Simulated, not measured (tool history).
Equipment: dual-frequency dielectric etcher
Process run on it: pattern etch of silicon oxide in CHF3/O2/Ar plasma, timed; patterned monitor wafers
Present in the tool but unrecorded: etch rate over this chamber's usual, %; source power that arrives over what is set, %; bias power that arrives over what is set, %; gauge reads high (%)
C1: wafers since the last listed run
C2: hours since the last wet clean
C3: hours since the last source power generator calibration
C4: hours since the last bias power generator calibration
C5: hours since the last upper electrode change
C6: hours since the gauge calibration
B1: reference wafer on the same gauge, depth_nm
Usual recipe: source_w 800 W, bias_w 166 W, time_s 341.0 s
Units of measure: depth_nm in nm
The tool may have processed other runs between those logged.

run 1 day=0.000 | source_w=800 bias_w=166 time_s=341.0 | C1=0 C2=535.7 C3=4338.3 C4=1952.7 C5=60.4 C6=1720.9 | B1=813.8 | depth_nm=784.3
run 2 day=2.079 | source_w=800 bias_w=166 time_s=341.0 | C1=188 C2=585.6 C3=4388.2 C4=2002.6 C5=110.3 C6=1770.8 | B1=813.5 | depth_nm=781.7
-- day=4.562 wet clean of the chamber
-- day=5.954 source power generator calibrated
run 3 day=6.000 | source_w=800 bias_w=166 time_s=341.0 | C1=249 C2=34.5 C3=1.1 C4=2096.7 C5=204.4 C6=1864.9 | B1=813.8 | depth_nm=785.2
run 4 day=7.854 | source_w=800 bias_w=194 time_s=341.0 | C1=167 C2=79.0 C3=45.6 C4=2141.2 C5=248.9 C6=1909.4 | B1=814.2 | depth_nm=812.0
run 5 day=11.533 | source_w=800 bias_w=194 time_s=341.0 | C1=332 C2=167.3 C3=133.9 C4=2229.5 C5=337.2 C6=1997.7 | B1=816.6 | depth_nm=816.4
run 6 day=17.475 | source_w=800 bias_w=194 time_s=341.0 | C1=537 C2=309.9 C3=276.5 C4=2372.1 C5=479.8 C6=2140.3 | B1=818.9 | depth_nm=823.7
-- day=19.400 gauge calibrated
run 7 day=21.717 | source_w=800 bias_w=166 time_s=341.0 | C1=383 C2=411.7 C3=378.3 C4=2473.9 C5=581.6 C6=55.6 | B1=783.0 | depth_nm=757.8
run 8 day=26.138 | source_w=740 bias_w=166 time_s=341.0 | C1=399 C2=517.8 C3=484.4 C4=2580.0 C5=687.7 C6=161.7 | B1=782.4 | depth_nm=739.0
run 9 day=29.533 | source_w=670 bias_w=166 time_s=418.0 | C1=307 C2=599.3 C3=565.9 C4=2661.5 C5=769.2 C6=243.2 | B1=785.2 | depth_nm=885.8
-- day=34.662 wet clean of the chamber
run 10 day=35.617 | source_w=800 bias_w=184 time_s=341.0 | C1=459 C2=22.9 C3=711.9 C4=2807.5 C5=915.2 C6=389.2 | B1=787.3 | depth_nm=778.8
run 11 day=37.729 | source_w=990 bias_w=166 time_s=280.5 | C1=191 C2=73.6 C3=762.6 C4=2858.2 C5=965.9 C6=439.9 | B1=787.9 | depth_nm=666.4
run 12 day=41.758 | source_w=700 bias_w=192 time_s=277.0 | C1=364 C2=170.3 C3=859.3 C4=2954.9 C5=1062.6 C6=536.6 | B1=789.3 | depth_nm=614.7
run 13 day=44.779 | source_w=920 bias_w=166 time_s=376.0 | C1=273 C2=242.8 C3=931.8 C4=3027.4 C5=1135.1 C6=609.1 | B1=789.4 | depth_nm=876.1
run 14 day=48.500 | source_w=800 bias_w=166 time_s=341.0 | C1=336 C2=332.1 C3=1021.1 C4=3116.7 C5=1224.4 C6=698.4 | B1=790.7 | depth_nm=762.1
run 15 day=51.150 | source_w=800 bias_w=166 time_s=341.0 | C1=239 C2=395.7 C3=1084.7 C4=3180.3 C5=1288.0 C6=762.0 | B1=792.4 | depth_nm=764.0
-- day=54.783 bias power generator calibrated
run 16 day=55.192 | source_w=800 bias_w=180 time_s=341.0 | C1=350 C2=492.7 C3=1181.7 C4=9.8 C5=1385.0 C6=859.0 | B1=792.1 | depth_nm=781.7
-- day=57.638 wet clean of the chamber
run 17 day=57.658 | source_w=800 bias_w=166 time_s=341.0 | C1=132 C2=0.5 C3=1240.9 C4=69.0 C5=1444.2 C6=918.2 | B1=795.5 | depth_nm=771.7
run 18 day=58.567 | source_w=800 bias_w=166 time_s=383.0 | C1=82 C2=22.3 C3=1262.7 C4=90.8 C5=1466.0 C6=940.0 | B1=792.3 | depth_nm=857.0
run 19 day=62.825 | source_w=860 bias_w=205 time_s=240.5 | C1=385 C2=124.5 C3=1364.9 C4=193.0 C5=1568.2 C6=1042.2 | B1=796.3 | depth_nm=580.6
run 20 day=66.671 | source_w=800 bias_w=166 time_s=341.0 | C1=347 C2=216.8 C3=1457.2 C4=285.3 C5=1660.5 C6=1134.5 | B1=797.1 | depth_nm=768.3
run 21 day=69.712 | source_w=880 bias_w=195 time_s=341.0 | C1=275 C2=289.8 C3=1530.2 C4=358.3 C5=1733.5 C6=1207.5 | B1=797.1 | depth_nm=818.8
run 22 day=71.767 | source_w=800 bias_w=181 time_s=341.0 | C1=185 C2=339.1 C3=1579.5 C4=407.6 C5=1782.8 C6=1256.8 | B1=797.7 | depth_nm=783.1
run 23 day=73.483 | source_w=800 bias_w=166 time_s=341.0 | C1=155 C2=380.3 C3=1620.7 C4=448.8 C5=1824.0 C6=1298.0 | B1=798.7 | depth_nm=771.7
run 24 day=76.646 | source_w=800 bias_w=166 time_s=341.0 | C1=286 C2=456.2 C3=1696.6 C4=524.7 C5=1899.9 C6=1373.9 | B1=799.8 | depth_nm=770.4
run 25 day=79.775 | source_w=800 bias_w=166 time_s=341.0 | C1=283 C2=531.3 C3=1771.7 C4=599.8 C5=1975.0 C6=1449.0 | B1=800.9 | depth_nm=769.9
run 26 day=83.229 | source_w=720 bias_w=181 time_s=280.5 | C1=312 C2=614.2 C3=1854.6 C4=682.7 C5=2057.9 C6=1531.9 | B1=801.7 | depth_nm=627.6
-- day=87.004 wet clean of the chamber
run 27 day=87.708 | source_w=610 bias_w=177 time_s=369.5 | C1=314 C2=16.9 C3=1962.1 C4=790.2 C5=2165.4 C6=1639.4 | B1=802.7 | depth_nm=787.4
run 28 day=89.462 | source_w=800 bias_w=166 time_s=341.0 | C1=158 C2=59.0 C3=2004.2 C4=832.3 C5=2207.5 C6=1681.5 | B1=805.1 | depth_nm=773.1

Alternative continuations, all from the tool just after run 28; predict every row:
run A day=89.483 | source_w=630 bias_w=166 time_s=341.0 | C1=1 C2=59.5 C3=2004.7 C4=832.8 C5=2208.0 C6=1682.0 | B1=? | depth_nm=?
run B day=89.483 | source_w=670 bias_w=127 time_s=305.5 | C1=1 C2=59.5 C3=2004.7 C4=832.8 C5=2208.0 C6=1682.0 | B1=? | depth_nm=?
run C day=89.483 | source_w=890 bias_w=140 time_s=341.0 | C1=1 C2=59.5 C3=2004.7 C4=832.8 C5=2208.0 C6=1682.0 | B1=? | depth_nm=?
run D day=89.483 | source_w=800 bias_w=166 time_s=421.5 | C1=1 C2=59.5 C3=2004.7 C4=832.8 C5=2208.0 C6=1682.0 | B1=? | depth_nm=?
run E day=89.483 | source_w=800 bias_w=166 time_s=240.5 | C1=1 C2=59.5 C3=2004.7 C4=832.8 C5=2208.0 C6=1682.0 | B1=? | depth_nm=?

run=A B1=804.4 depth_nm=726.6
run=B B1=804.4 depth_nm=623.4
run=C B1=804.4 depth_nm=773.6
run=D B1=804.4 depth_nm=962.5
run=E B1=804.4 depth_nm=549.2
Without the tool's unlogged condition, the same runs would have read:
run=A depth_nm=710.1
run=B depth_nm=609.3
run=C depth_nm=756.1
run=D depth_nm=940.7
run=E depth_nm=536.7
